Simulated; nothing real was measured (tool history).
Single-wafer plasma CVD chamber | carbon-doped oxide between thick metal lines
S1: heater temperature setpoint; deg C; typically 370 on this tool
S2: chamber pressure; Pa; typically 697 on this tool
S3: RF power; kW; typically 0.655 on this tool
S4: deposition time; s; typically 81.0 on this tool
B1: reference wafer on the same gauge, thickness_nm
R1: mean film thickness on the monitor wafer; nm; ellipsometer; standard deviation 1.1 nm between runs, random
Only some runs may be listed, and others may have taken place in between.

run 1 hour=0.0 | S1=370 S2=697 S3=0.655 S4=81.0 | B1=377.025 | R1=437.569
run 2 hour=50.0 | S1=370 S2=697 S3=0.655 S4=81.0 | B1=377.208 | R1=437.458
run 3 hour=108.9 | S1=370 S2=697 S3=0.700 S4=81.0 | B1=377.096 | R1=455.100
run 4 hour=150.4 | S1=370 S2=697 S3=0.700 S4=81.0 | B1=376.999 | R1=456.345
run 5 hour=188.0 | S1=370 S2=697 S3=0.700 S4=81.0 | B1=376.979 | R1=456.604
run 6 hour=213.8 | S1=370 S2=697 S3=0.655 S4=81.0 | B1=376.950 | R1=437.307
run 7 hour=257.9 | S1=370 S2=697 S3=0.655 S4=81.0 | B1=377.491 | R1=436.530
run 8 hour=319.0 | S1=370 S2=697 S3=0.655 S4=81.0 | B1=377.040 | R1=437.910
run 9 hour=353.2 | S1=370 S2=697 S3=0.655 S4=74.6 | B1=376.600 | R1=402.962
run 10 hour=392.3 | S1=370 S2=697 S3=0.655 S4=74.6 | B1=376.819 | R1=402.870
run 11 hour=451.7 | S1=370 S2=697 S3=0.655 S4=74.6 | B1=376.797 | R1=402.485
-- hour=504.9 gauge calibrated
run 12 hour=513.6 | S1=370 S2=697 S3=0.655 S4=92.7 | B1=376.871 | R1=501.034
run 13 hour=543.1 | S1=370 S2=697 S3=0.655 S4=81.0 | B1=377.224 | R1=436.127
run 14 hour=568.6 | S1=379 S2=697 S3=0.655 S4=70.4 | B1=376.668 | R1=373.800
run 15 hour=601.6 | S1=370 S2=697 S3=0.655 S4=81.0 | B1=376.774 | R1=439.238
run 16 hour=643.1 | S1=370 S2=697 S3=0.655 S4=81.0 | B1=377.197 | R1=436.730
run 17 hour=676.2 | S1=370 S2=736 S3=0.655 S4=81.0 | B1=377.075 | R1=441.291
-- hour=710.3 RF generator calibrated
run 18 hour=710.8 | S1=356 S2=697 S3=0.690 S4=81.0 | B1=376.720 | R1=482.009
run 19 hour=756.0 | S1=370 S2=697 S3=0.655 S4=81.0 | B1=377.269 | R1=448.969
-- hour=764.5 capacitance manometer re-zeroed and calibrated
run 20 hour=785.2 | S1=370 S2=697 S3=0.655 S4=72.4 | B1=377.132 | R1=397.286
-- hour=841.4 showerhead replaced
run 21 hour=841.9 | S1=370 S2=743 S3=0.565 S4=92.5 | B1=377.262 | R1=462.286
run 22 hour=873.0 | S1=370 S2=563 S3=0.655 S4=86.4 | B1=376.838 | R1=450.922
run 23 hour=933.1 | S1=370 S2=697 S3=0.655 S4=81.0 | B1=376.963 | R1=440.615
run 24 hour=963.8 | S1=365 S2=525 S3=0.585 S4=81.0 | B1=376.849 | R1=391.774

For run 25, what comes out?
-- hour=984.7 thermocouple changed; heater temperature recalibrated
run 25 hour=1026.0 | S1=370 S2=697 S3=0.655 S4=71.3 | B1=? | R1=?

{"run 25": {"B1": 377.088, "R1": 386.186}}
Without the tool's hidden state the same run would have given R1 393.623 nm.
